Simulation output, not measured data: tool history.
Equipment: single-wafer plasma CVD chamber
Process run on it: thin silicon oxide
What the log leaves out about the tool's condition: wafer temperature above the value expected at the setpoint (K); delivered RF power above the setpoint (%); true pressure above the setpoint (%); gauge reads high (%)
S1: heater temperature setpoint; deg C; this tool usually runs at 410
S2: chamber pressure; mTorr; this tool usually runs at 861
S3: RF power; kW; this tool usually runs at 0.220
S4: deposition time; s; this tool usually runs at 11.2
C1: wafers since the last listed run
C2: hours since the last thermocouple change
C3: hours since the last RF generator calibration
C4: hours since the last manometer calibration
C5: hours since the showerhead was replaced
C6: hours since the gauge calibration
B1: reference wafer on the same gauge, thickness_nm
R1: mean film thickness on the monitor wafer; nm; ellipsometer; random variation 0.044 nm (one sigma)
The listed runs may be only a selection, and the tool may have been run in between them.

| run | day | S1 | S2 | S3 | S4 | C1 | C2 | C3 | C4 | C5 | C6 | B1 | R1 |
|---|---|---|---|---|---|---|---|---|---|---|---|---|---|
| 1 | 0.000 | 410 | 861 | 0.220 | 11.2 | 0 | 1029.4 | 2104.0 | 2537.2 | 5120.3 | 213.8 | 21.411 | 19.667 |
| 2 | 1.025 | 410 | 861 | 0.220 | 11.2 | 520 | 1054.0 | 2128.6 | 2561.8 | 5144.9 | 238.4 | 21.387 | 19.746 |
| 3 | 4.550 | 410 | 861 | 0.220 | 11.2 | 1788 | 1138.6 | 2213.2 | 2646.4 | 5229.5 | 323.0 | 21.389 | 19.804 |
| 4 | 5.346 | 410 | 861 | 0.220 | 11.2 | 403 | 1157.7 | 2232.3 | 2665.5 | 5248.6 | 342.1 | 21.396 | 19.787 |
|  | 6.271 | RF generator calibrated |
| 5 | 6.554 | 410 | 861 | 0.220 | 11.2 | 443 | 1186.7 | 6.8 | 2694.5 | 5277.6 | 371.1 | 21.398 | 20.732 |
|  | 7.008 | gauge calibrated |
| 6 | 7.175 | 410 | 861 | 0.220 | 11.2 | 314 | 1201.6 | 21.7 | 2709.4 | 5292.5 | 4.0 | 21.392 | 20.870 |
| 7 | 7.908 | 410 | 861 | 0.220 | 11.2 | 372 | 1219.2 | 39.3 | 2727.0 | 5310.1 | 21.6 | 21.403 | 20.755 |
| 8 | 9.038 | 410 | 861 | 0.220 | 11.2 | 572 | 1246.3 | 66.4 | 2754.1 | 5337.2 | 48.7 | 21.405 | 20.772 |
| 9 | 9.862 | 410 | 861 | 0.220 | 11.2 | 418 | 1266.1 | 86.2 | 2773.9 | 5357.0 | 68.5 | 21.408 | 20.886 |
| 10 | 11.050 | 410 | 861 | 0.220 | 11.2 | 602 | 1294.6 | 114.7 | 2802.4 | 5385.5 | 97.0 | 21.402 | 20.794 |
| 11 | 11.988 | 410 | 861 | 0.220 | 11.2 | 475 | 1317.1 | 137.2 | 2824.9 | 5408.0 | 119.5 | 21.399 | 20.873 |
|  | 12.654 | showerhead replaced |
| 12 | 13.371 | 425 | 800 | 0.240 | 12.0 | 532 | 1350.3 | 170.4 | 2858.1 | 17.2 | 152.7 | 21.401 | 21.768 |
| 13 | 13.933 | 422 | 747 | 0.220 | 12.8 | 285 | 1363.8 | 183.9 | 2871.6 | 30.7 | 166.2 | 21.393 | 20.466 |
|  | 14.938 | capacitance manometer re-zeroed and calibrated |
|  | 15.021 | thermocouple changed; heater temperature recalibrated |
| 14 | 15.042 | 410 | 727 | 0.220 | 11.2 | 352 | 0.5 | 210.5 | 2.5 | 57.3 | 192.8 | 21.397 | 15.940 |
| 15 | 15.321 | 410 | 647 | 0.220 | 12.8 | 141 | 7.2 | 217.2 | 9.2 | 64.0 | 199.5 | 21.399 | 15.711 |
| 16 | 16.346 | 425 | 800 | 0.240 | 12.0 | 520 | 31.8 | 241.8 | 33.8 | 88.6 | 224.1 | 21.412 | 19.962 |
| 17 | 17.258 | 423 | 938 | 0.220 | 11.2 | 462 | 53.7 | 263.7 | 55.7 | 110.5 | 246.0 | 21.393 | 20.691 |
| 18 | 17.892 | 417 | 752 | 0.220 | 11.2 | 321 | 68.9 | 278.9 | 70.9 | 125.7 | 261.2 | 21.390 | 16.513 |
| 19 | 19.008 | 410 | 861 | 0.230 | 11.2 | 566 | 95.7 | 305.7 | 97.7 | 152.5 | 288.0 | 21.386 | 19.747 |
| 20 | 20.025 | 410 | 1055 | 0.220 | 11.2 | 515 | 120.1 | 330.1 | 122.1 | 176.9 | 312.4 | 21.408 | 22.930 |

Forecast each of these 3 alternatives for the next run:
| A | 20.042 | 410 | 861 | 0.220 | 11.2 | 8 | 120.5 | 330.5 | 122.5 | 177.3 | 312.8 | ? | ? |
| B | 20.042 | 403 | 724 | 0.220 | 11.2 | 8 | 120.5 | 330.5 | 122.5 | 177.3 | 312.8 | ? | ? |
| C | 20.042 | 395 | 1049 | 0.205 | 13.1 | 8 | 120.5 | 330.5 | 122.5 | 177.3 | 312.8 | ? | ? |

| run | B1 | R1 |
|---|---|---|
| A | 21.407 | 19.231 |
| B | 21.407 | 15.959 |
| C | 21.407 | 25.647 |
With no hidden state in the tool, these same runs would have given:
| run | R1 |
|---|---|
| A | 19.327 |
| B | 16.029 |
| C | 25.807 |
